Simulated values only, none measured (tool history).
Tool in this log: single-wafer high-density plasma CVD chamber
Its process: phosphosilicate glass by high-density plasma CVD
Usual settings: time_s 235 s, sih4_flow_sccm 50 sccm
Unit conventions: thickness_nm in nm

run,hour,time_s,sih4_flow_sccm,wafers since the last listed run,hours since the silane flow controller was replaced,hours since the gauge calibration,"read-back reference wafer on the same gauge, thickness_nm",thickness_nm
1,0.0,202,50,0,5065.1,108.9,1120.107,1053.810
2,32.4,202,50,289,5097.5,141.3,1119.958,1050.123
3,44.7,235,57,110,5109.8,153.6,1119.931,1390.753
4,76.8,235,57,287,5141.9,185.7,1120.051,1392.133
5,97.8,235,57,187,5162.9,206.7,1120.310,1393.087
6,130.4,268,50,291,5195.5,239.3,1119.792,1388.715
7,145.0,268,50,130,5210.1,253.9,1119.867,1388.952
8,162.4,268,50,155,5227.5,271.3,1120.263,1394.594
9,192.5,235,50,269,5257.6,301.4,1119.848,1220.329
10,212.5,235,50,178,5277.6,321.4,1120.077,1216.244
11,235.2,235,50,203,5300.3,344.1,1120.166,1216.250
12,257.5,235,50,199,5322.6,366.4,1119.920,1213.753
13,273.7,208,54,144,5338.8,382.6,1120.195,1161.194
14,285.9,217,42,109,5351.0,394.8,1120.113,943.559
15,302.4,268,50,147,5367.5,411.3,1119.994,1386.377
16,319.6,194,42,153,5384.7,428.5,1119.794,843.407
# hour 335.8: silane flow controller replaced
17,349.2,223,47,193,13.4,458.1,1120.114,1221.114
18,380.0,235,50,275,44.2,488.9,1119.780,1371.355
19,413.9,200,45,303,78.1,522.8,1119.974,1047.802
# hour 425.8: silane flow controller replaced, repeated, since the last time left the tool worse
20,445.8,235,50,213,20.0,554.7,1120.092,1266.202
# hour 456.9: gauge calibrated
21,492.0,217,50,413,66.2,35.1,1120.172,1168.519
22,511.7,235,57,176,85.9,54.8,1120.260,1443.247
23,535.0,247,41,208,109.2,78.1,1119.915,1091.235
24,570.9,235,47,321,145.1,114.0,1120.160,1188.087
25,590.5,216,47,175,164.7,133.6,1119.781,1092.983

Predict each of these 3 candidate next runs independently; none follows another, all start after run 25:
A,591.0,235,50,4,165.2,134.1,?,?
B,591.0,255,50,4,165.2,134.1,?,?
C,591.0,251,46,4,165.2,134.1,?,?

run,"read-back reference wafer on the same gauge, thickness_nm",thickness_nm
A,1120.012,1263.509
B,1120.012,1371.041
C,1120.012,1241.572
Take away the tool's hidden state, keep each run's random variation, and the runs would have read:
run,thickness_nm
A,1268.870
B,1376.859
C,1246.840
